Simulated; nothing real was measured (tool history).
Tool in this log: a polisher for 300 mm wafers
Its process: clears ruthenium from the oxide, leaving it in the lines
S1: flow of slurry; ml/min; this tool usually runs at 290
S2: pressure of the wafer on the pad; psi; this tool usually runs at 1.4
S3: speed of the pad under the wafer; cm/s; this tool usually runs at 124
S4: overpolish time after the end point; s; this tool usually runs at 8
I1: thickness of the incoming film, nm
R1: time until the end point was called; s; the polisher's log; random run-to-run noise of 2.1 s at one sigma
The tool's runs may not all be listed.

run 1 day=0.000 | S1=290 S2=1.4 S3=124 S4=8 | I1=135.2 | R1=113.8
-- day=2.521 slurry nozzle cleaned
run 2 day=2.967 | S1=290 S2=1.4 S3=124 S4=8 | I1=137.9 | R1=106.3
-- day=4.983 worn pad replaced by a new one
run 3 day=5.200 | S1=290 S2=1.4 S3=124 S4=8 | I1=136.3 | R1=112.0
run 4 day=8.012 | S1=290 S2=1.4 S3=124 S4=8 | I1=133.4 | R1=107.0
run 5 day=10.462 | S1=290 S2=1.4 S3=124 S4=8 | I1=134.9 | R1=106.7
-- day=11.883 head pressure recalibrated
run 6 day=12.029 | S1=290 S2=1.4 S3=124 S4=8 | I1=135.2 | R1=110.7
run 7 day=13.488 | S1=290 S2=1.4 S3=100 S4=8 | I1=133.5 | R1=130.1
run 8 day=15.004 | S1=290 S2=1.4 S3=100 S4=8 | I1=135.5 | R1=133.0
run 9 day=16.008 | S1=290 S2=1.4 S3=124 S4=8 | I1=135.1 | R1=107.1
-- day=17.717 worn pad replaced by a new one
run 10 day=17.988 | S1=290 S2=1.4 S3=124 S4=8 | I1=133.6 | R1=107.8
run 11 day=20.000 | S1=290 S2=1.4 S3=124 S4=8 | I1=135.6 | R1=111.4
run 12 day=21.429 | S1=290 S2=1.4 S3=124 S4=8 | I1=135.9 | R1=110.2
run 13 day=23.779 | S1=290 S2=1.4 S3=124 S4=8 | I1=136.3 | R1=111.2
-- day=24.504 head pressure recalibrated
run 14 day=26.333 | S1=290 S2=1.4 S3=124 S4=8 | I1=133.0 | R1=109.9
run 15 day=29.012 | S1=290 S2=1.4 S3=124 S4=8 | I1=136.1 | R1=107.3
run 16 day=30.212 | S1=290 S2=1.4 S3=124 S4=8 | I1=134.1 | R1=113.3
run 17 day=32.583 | S1=290 S2=1.4 S3=124 S4=8 | I1=133.3 | R1=108.3
-- day=33.062 worn pad replaced by a new one
run 18 day=33.588 | S1=290 S2=1.0 S3=110 S4=11 | I1=133.1 | R1=180.3
-- day=37.692 head pressure recalibrated
run 19 day=39.067 | S1=290 S2=1.4 S3=94 S4=8 | I1=134.4 | R1=147.9
-- day=39.371 slurry nozzle cleaned
run 20 day=41.321 | S1=290 S2=1.4 S3=124 S4=8 | I1=136.4 | R1=126.9
-- day=45.354 worn pad replaced by a new one
run 21 day=48.312 | S1=195 S2=1.4 S3=166 S4=13 | I1=135.3 | R1=106.0
run 22 day=50.250 | S1=290 S2=1.4 S3=124 S4=8 | I1=136.7 | R1=126.2
run 23 day=51.629 | S1=290 S2=1.4 S3=124 S4=12 | I1=133.2 | R1=123.7

What does the tool deliver on the next run?
run 24 day=52.958 | S1=290 S2=1.3 S3=124 S4=6 | I1=133.4 | R1=?

{"run 24": {"R1": 136.9}}
With no hidden state in the tool, this same run would have given R1 121.6 s.

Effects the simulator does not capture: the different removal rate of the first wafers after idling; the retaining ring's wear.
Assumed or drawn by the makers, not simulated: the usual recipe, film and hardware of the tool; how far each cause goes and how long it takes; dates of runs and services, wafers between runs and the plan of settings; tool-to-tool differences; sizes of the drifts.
